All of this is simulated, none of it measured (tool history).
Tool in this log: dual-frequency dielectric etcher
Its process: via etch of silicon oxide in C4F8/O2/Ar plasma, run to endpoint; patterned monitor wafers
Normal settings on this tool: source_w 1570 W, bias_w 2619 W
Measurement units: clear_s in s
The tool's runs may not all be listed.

run	hour	source_w	bias_w	incoming incoming film thickness, nm	clear_s
1	0.0	1570	2619	1284.0	258.7
2	30.3	1570	2619	1285.2	258.1
3	43.1	1570	2619	1290.7	260.2
4	57.6	1570	2619	1286.6	257.7
5	69.9	1570	2619	1300.4	261.0
6	85.7	1570	2619	1292.9	257.6
7	99.6	1570	2619	1282.2	256.4
8	123.9	1570	2619	1288.5	256.5
# hour 159.4: wet clean of the chamber
# hour 161.3: source power generator calibrated
9	161.8	1570	2619	1289.0	276.3
10	162.2	1570	2619	1280.2	273.8
11	174.0	1410	2347	1289.9	291.6
12	205.5	1220	2348	1294.1	301.8
13	226.5	1910	3257	1288.2	246.4
# hour 277.2: upper electrode replaced
14	277.7	1570	2619	1295.1	275.2
# hour 290.4: bias power generator calibrated
15	290.9	1570	2789	1279.4	265.8
16	311.1	1570	2619	1303.9	275.3
17	339.6	1920	2917	1279.6	248.9
18	366.2	1570	2358	1292.2	278.7
19	394.2	1570	2619	1290.8	271.4

5 ways to go on from here, each from the tool as it stands after run 19. What would each give?
A	394.7	1570	2619	1276.1	?
B	394.7	1450	2619	1276.1	?
C	394.7	1220	2002	1276.1	?
D	394.7	1340	3033	1276.1	?
E	394.7	1180	2960	1276.1	?

run	clear_s
A	268.3
B	274.1
C	302.4
D	271.0
E	281.4
Stripped of hidden state, with their random variation kept, the same runs would have yielded:
run	clear_s
A	270.7
B	276.6
C	305.2
D	273.5
E	283.9
